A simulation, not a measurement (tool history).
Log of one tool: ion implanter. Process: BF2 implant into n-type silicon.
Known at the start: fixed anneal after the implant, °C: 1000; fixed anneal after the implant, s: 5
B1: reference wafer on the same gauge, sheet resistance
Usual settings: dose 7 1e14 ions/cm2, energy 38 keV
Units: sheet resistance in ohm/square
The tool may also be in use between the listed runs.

Run 1, hour 0: usual settings; B1 199. Result: sheet resistance 178.94 ohm/square.
Run 2, hour 29: usual settings; B1 198.93. Result: sheet resistance 178.64 ohm/square.
Run 3, hour 70.1: usual settings; B1 199.06. Result: sheet resistance 178.98 ohm/square.
Run 4, hour 100.3: usual settings; B1 198.9. Result: sheet resistance 178.42 ohm/square.
Run 5, hour 130.5: usual settings; B1 198.94. Result: sheet resistance 178.63 ohm/square.
At hour 138.7: Faraday cup replaced and dose calibrated.
Run 6, hour 175: usual settings but energy 46 keV; B1 199.13. Result: sheet resistance 171.48 ohm/square.
Run 7, hour 205.9: usual settings but energy 46 keV; B1 198.92. Result: sheet resistance 171.61 ohm/square.
Run 8, hour 270.3: usual settings but energy 31.5 keV; B1 199.07. Result: sheet resistance 192.2 ohm/square.
Run 9, hour 296.7: usual settings but energy 31.5 keV; B1 199.07. Result: sheet resistance 191.85 ohm/square.
Run 10, hour 331.6: usual settings but energy 31.5 keV; B1 198.97. Result: sheet resistance 192.08 ohm/square.
Run 11, hour 372.7: usual settings; B1 198.94. Result: sheet resistance 179.66 ohm/square.
Run 12, hour 425.6: usual settings; B1 198.98. Result: sheet resistance 179.49 ohm/square.
Run 13, hour 491.3: usual settings; B1 199.07. Result: sheet resistance 179.68 ohm/square.
Run 14, hour 558.2: usual settings but dose 7.7 1e14 ions/cm2; B1 199.07. Result: sheet resistance 170.09 ohm/square.
Run 15, hour 614.1: usual settings but dose 7.7 1e14 ions/cm2; B1 199.03. Result: sheet resistance 170.24 ohm/square.
Run 16, hour 671.2: usual settings but dose 7.7 1e14 ions/cm2; B1 199.05. Result: sheet resistance 169.67 ohm/square.
Run 17, hour 807.9: usual settings but dose 6.34 1e14 ions/cm2, energy 34 keV; B1 198.98. Result: sheet resistance 195.35 ohm/square.
Run 18, hour 860.2: usual settings; B1 198.95. Result: sheet resistance 178.36 ohm/square.
Run 19, hour 925.7: usual settings but energy 43.5 keV; B1 198.96. Result: sheet resistance 171.07 ohm/square.
Run 20, hour 971.8: usual settings but energy 42 keV; B1 199.05. Result: sheet resistance 173.04 ohm/square.
Run 21, hour 1021.4: usual settings; B1 198.99. Result: sheet resistance 178.02 ohm/square.
At hour 1065.5: extraction supply calibrated.
At hour 1073.6: Faraday cup replaced and dose calibrated.
Run 22, hour 1074.1: usual settings; B1 199. Result: sheet resistance 180.08 ohm/square.
Run 23, hour 1105.3: usual settings but energy 31.5 keV; B1 199.03. Result: sheet resistance 192.1 ohm/square.
At hour 1145.8: gauge calibrated.
Run 24, hour 1148.1: usual settings but dose 5.79 1e14 ions/cm2, energy 27.5 keV; B1 198.99. Result: sheet resistance 222.23 ohm/square.
Run 25, hour 1209.8: usual settings but energy 46 keV; B1 199.03. Result: sheet resistance 170.51 ohm/square.
Run 26, hour 1239.6: usual settings but dose 5.98 1e14 ions/cm2, energy 48 keV; B1 198.92. Result: sheet resistance 189.94 ohm/square.
Run 27, hour 1277.8: usual settings but dose 8.09 1e14 ions/cm2, energy 46 keV; B1 199.1. Result: sheet resistance 156.45 ohm/square.
Run 28, hour 1319.5: usual settings; B1 199.02. Result: sheet resistance 179.43 ohm/square.
Run 29, hour 1352.6: usual settings but dose 7.53 1e14 ions/cm2, energy 50.5 keV; B1 198.92. Result: sheet resistance 159.87 ohm/square.
Run 30, hour 1414.5: usual settings but dose 5.71 1e14 ions/cm2; B1 198.96. Result: sheet resistance 204.04 ohm/square.
Run 31, hour 1446.8: usual settings; B1 199.03. Result: sheet resistance 178.97 ohm/square.
Run 32, hour 1492.1: usual settings but dose 6.01 1e14 ions/cm2, energy 43 keV; B1 198.97. Result: sheet resistance 191.32 ohm/square.

Forecast each of these 4 alternatives for the next run:
Run A, hour 1492.5: usual settings but energy 47 keV; B1 ?. Result: sheet resistance ?.
Run B, hour 1492.5: usual settings but dose 5.62 1e14 ions/cm2, energy 41.5 keV; B1 ?. Result: sheet resistance ?.
Run C, hour 1492.5: usual settings but dose 8.3 1e14 ions/cm2, energy 28.5 keV; B1 ?. Result: sheet resistance ?.
Run D, hour 1492.5: usual settings but dose 5.01 1e14 ions/cm2, energy 43 keV; B1 ?. Result: sheet resistance ?.

run      B1  sheet resistance
  A  198.97             169.1
  B  198.97            202.38
  C  198.97            186.32
  D  198.97            221.07
Without the tool's hidden state the same runs would have given:
run  sheet resistance
  A             170.9
  B            204.91
  C            187.31
  D            224.12
